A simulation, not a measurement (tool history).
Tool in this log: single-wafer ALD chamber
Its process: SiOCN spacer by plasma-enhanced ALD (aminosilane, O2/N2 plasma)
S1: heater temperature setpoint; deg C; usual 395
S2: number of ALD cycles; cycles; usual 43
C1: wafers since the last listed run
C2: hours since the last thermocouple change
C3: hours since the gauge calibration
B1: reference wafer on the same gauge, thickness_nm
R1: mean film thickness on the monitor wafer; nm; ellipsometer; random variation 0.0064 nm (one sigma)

{"run": 1, "hour": 0.0, "S1": 395, "S2": 43, "C1": 0, "C2": 1287.5, "C3": 392.6, "B1": 2.851, "R1": 2.552}
{"run": 2, "hour": 11.2, "S1": 395, "S2": 43, "C1": 73, "C2": 1298.7, "C3": 403.8, "B1": 2.85, "R1": 2.545}
{"run": 3, "hour": 19.5, "S1": 395, "S2": 43, "C1": 54, "C2": 1307, "C3": 412.1, "B1": 2.851, "R1": 2.536}
{"run": 4, "hour": 31.6, "S1": 395, "S2": 39, "C1": 79, "C2": 1319.1, "C3": 424.2, "B1": 2.849, "R1": 2.305}
{"run": 5, "hour": 41.7, "S1": 395, "S2": 39, "C1": 66, "C2": 1329.2, "C3": 434.3, "B1": 2.848, "R1": 2.302}
{"run": 6, "hour": 90.6, "S1": 395, "S2": 39, "C1": 320, "C2": 1378.1, "C3": 483.2, "B1": 2.851, "R1": 2.3}
{"run": 7, "hour": 120.3, "S1": 395, "S2": 43, "C1": 194, "C2": 1407.8, "C3": 512.9, "B1": 2.852, "R1": 2.545}
{"run": 8, "hour": 136.7, "S1": 395, "S2": 43, "C1": 107, "C2": 1424.2, "C3": 529.3, "B1": 2.851, "R1": 2.537}
{"run": 9, "hour": 149.5, "S1": 395, "S2": 43, "C1": 83, "C2": 1437, "C3": 542.1, "B1": 2.849, "R1": 2.543}
{"run": 10, "hour": 162.0, "S1": 395, "S2": 43, "C1": 81, "C2": 1449.5, "C3": 554.6, "B1": 2.849, "R1": 2.532}
{"run": 11, "hour": 175.8, "S1": 388, "S2": 43, "C1": 90, "C2": 1463.3, "C3": 568.4, "B1": 2.848, "R1": 2.541}
{"run": 12, "hour": 195.2, "S1": 406, "S2": 37, "C1": 127, "C2": 1482.7, "C3": 587.8, "B1": 2.849, "R1": 2.157}
{"run": 13, "hour": 209.1, "S1": 406, "S2": 37, "C1": 91, "C2": 1496.6, "C3": 601.7, "B1": 2.852, "R1": 2.157}
{"run": 14, "hour": 221.9, "S1": 406, "S2": 37, "C1": 83, "C2": 1509.4, "C3": 614.5, "B1": 2.851, "R1": 2.155}
{"hour": 224.2, "done": "gauge calibrated"}
{"run": 15, "hour": 235.6, "S1": 395, "S2": 43, "C1": 89, "C2": 1523.1, "C3": 11.4, "B1": 2.849, "R1": 2.541}
{"run": 16, "hour": 251.4, "S1": 395, "S2": 43, "C1": 103, "C2": 1538.9, "C3": 27.2, "B1": 2.85, "R1": 2.541}
{"run": 17, "hour": 269.0, "S1": 385, "S2": 43, "C1": 115, "C2": 1556.5, "C3": 44.8, "B1": 2.851, "R1": 2.532}
{"run": 18, "hour": 282.1, "S1": 387, "S2": 49, "C1": 85, "C2": 1569.6, "C3": 57.9, "B1": 2.85, "R1": 2.892}
{"run": 19, "hour": 332.9, "S1": 395, "S2": 47, "C1": 332, "C2": 1620.4, "C3": 108.7, "B1": 2.848, "R1": 2.776}
{"run": 20, "hour": 339.8, "S1": 399, "S2": 48, "C1": 45, "C2": 1627.3, "C3": 115.6, "B1": 2.849, "R1": 2.828}
{"run": 21, "hour": 349.9, "S1": 390, "S2": 43, "C1": 66, "C2": 1637.4, "C3": 125.7, "B1": 2.85, "R1": 2.541}
{"hour": 362.7, "done": "thermocouple changed; heater temperature recalibrated"}
{"run": 22, "hour": 399.8, "S1": 403, "S2": 36, "C1": 274, "C2": 37.1, "C3": 175.6, "B1": 2.852, "R1": 2.12}
{"run": 23, "hour": 413.3, "S1": 385, "S2": 50, "C1": 88, "C2": 50.6, "C3": 189.1, "B1": 2.85, "R1": 2.947}
{"run": 24, "hour": 427.8, "S1": 381, "S2": 47, "C1": 95, "C2": 65.1, "C3": 203.6, "B1": 2.85, "R1": 2.767}
{"run": 25, "hour": 443.3, "S1": 395, "S2": 43, "C1": 101, "C2": 80.6, "C3": 219.1, "B1": 2.849, "R1": 2.543}
{"run": 26, "hour": 456.5, "S1": 405, "S2": 40, "C1": 86, "C2": 93.8, "C3": 232.3, "B1": 2.852, "R1": 2.334}
{"run": 27, "hour": 464.9, "S1": 387, "S2": 41, "C1": 55, "C2": 102.2, "C3": 240.7, "B1": 2.852, "R1": 2.416}
{"run": 28, "hour": 476.7, "S1": 389, "S2": 43, "C1": 77, "C2": 114, "C3": 252.5, "B1": 2.849, "R1": 2.541}
{"run": 29, "hour": 487.5, "S1": 387, "S2": 36, "C1": 70, "C2": 124.8, "C3": 263.3, "B1": 2.851, "R1": 2.13}
{"run": 30, "hour": 497.9, "S1": 388, "S2": 43, "C1": 68, "C2": 135.2, "C3": 273.7, "B1": 2.851, "R1": 2.549}

State the hidden condition of the tool at each of the runs:
wafer temperature above the value expected at the setpoint (K): 0, the same for each run
gauge reads high (%): 0, the same for each run

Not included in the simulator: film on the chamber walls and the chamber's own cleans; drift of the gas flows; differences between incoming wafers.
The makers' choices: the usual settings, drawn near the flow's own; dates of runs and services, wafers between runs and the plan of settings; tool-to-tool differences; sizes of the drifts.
